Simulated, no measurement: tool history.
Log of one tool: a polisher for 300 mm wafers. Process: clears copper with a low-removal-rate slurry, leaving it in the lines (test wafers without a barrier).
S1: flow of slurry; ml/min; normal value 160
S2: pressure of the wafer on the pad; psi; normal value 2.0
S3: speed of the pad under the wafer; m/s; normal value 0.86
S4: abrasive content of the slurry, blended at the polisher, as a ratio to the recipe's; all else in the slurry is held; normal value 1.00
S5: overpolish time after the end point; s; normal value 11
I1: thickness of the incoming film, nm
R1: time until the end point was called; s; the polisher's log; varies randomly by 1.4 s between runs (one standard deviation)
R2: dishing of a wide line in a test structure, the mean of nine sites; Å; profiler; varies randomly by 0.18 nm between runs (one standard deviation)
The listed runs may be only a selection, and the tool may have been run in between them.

run	hour	S1	S2	S3	S4	S5	I1	R1	R2
1	0.0	160	2.0	0.86	1.00	11	231.9	165.6	112
# hour 22.8: worn pad replaced by a new one
2	101.9	160	2.0	0.86	1.00	11	225.8	159.2	112
3	119.0	160	2.0	0.86	1.00	11	229.7	163.4	110
4	153.2	160	2.0	0.86	1.00	11	225.9	166.2	111
5	168.1	160	2.0	0.86	1.00	11	232.3	168.9	108
6	200.1	160	2.0	0.86	0.85	11	230.6	176.5	101
# hour 204.9: worn pad replaced by a new one
7	225.2	160	2.0	0.86	0.85	11	233.1	168.8	112
8	238.6	160	2.0	0.86	0.85	11	228.3	165.6	109
9	270.0	160	2.0	0.86	1.00	11	230.1	164.5	107
10	288.2	160	2.0	0.86	1.00	11	230.0	166.2	108
11	313.4	160	2.5	0.98	1.00	7	229.2	122.3	95
12	342.0	160	2.0	0.86	1.00	11	230.3	174.2	107
# hour 347.3: slurry nozzle cleaned
# hour 380.3: head pressure recalibrated
# hour 382.7: worn pad replaced by a new one
13	419.9	130	2.0	0.86	1.00	6	231.2	179.7	57
# hour 432.6: slurry blender recalibrated
14	511.0	160	2.0	0.86	1.00	11	228.9	166.6	111
15	533.6	185	2.0	1.04	1.10	11	232.3	140.9	124
# hour 538.2: worn pad replaced by a new one
16	569.0	195	2.0	0.86	1.00	17	226.9	152.0	176
17	593.8	160	2.0	0.60	1.25	11	235.0	196.8	97
18	649.5	160	2.0	0.86	1.00	11	230.3	168.8	109
19	663.9	125	2.2	0.86	0.90	11	227.0	163.5	108

Branching from run 19: 5 alternative next runs. What would each branch give?
A	664.4	160	2.0	0.60	1.00	11	229.1	?	?
B	664.4	160	2.6	0.68	0.85	15	229.1	?	?
C	664.4	160	2.0	0.98	0.70	5	229.1	?	?
D	664.4	160	2.4	0.86	1.00	11	229.1	?	?
E	664.4	125	2.0	1.00	0.85	11	229.1	?	?

run	R1	R2
A	209.7	85
B	155.8	153
C	168.5	49
D	141.6	125
E	167.9	106
With the hidden condition removed and each run's random variation left untouched, the same runs would have given:
run	R1	R2
A	179.7	99
B	133.7	176
C	144.9	57
D	121.4	144
E	144.1	122
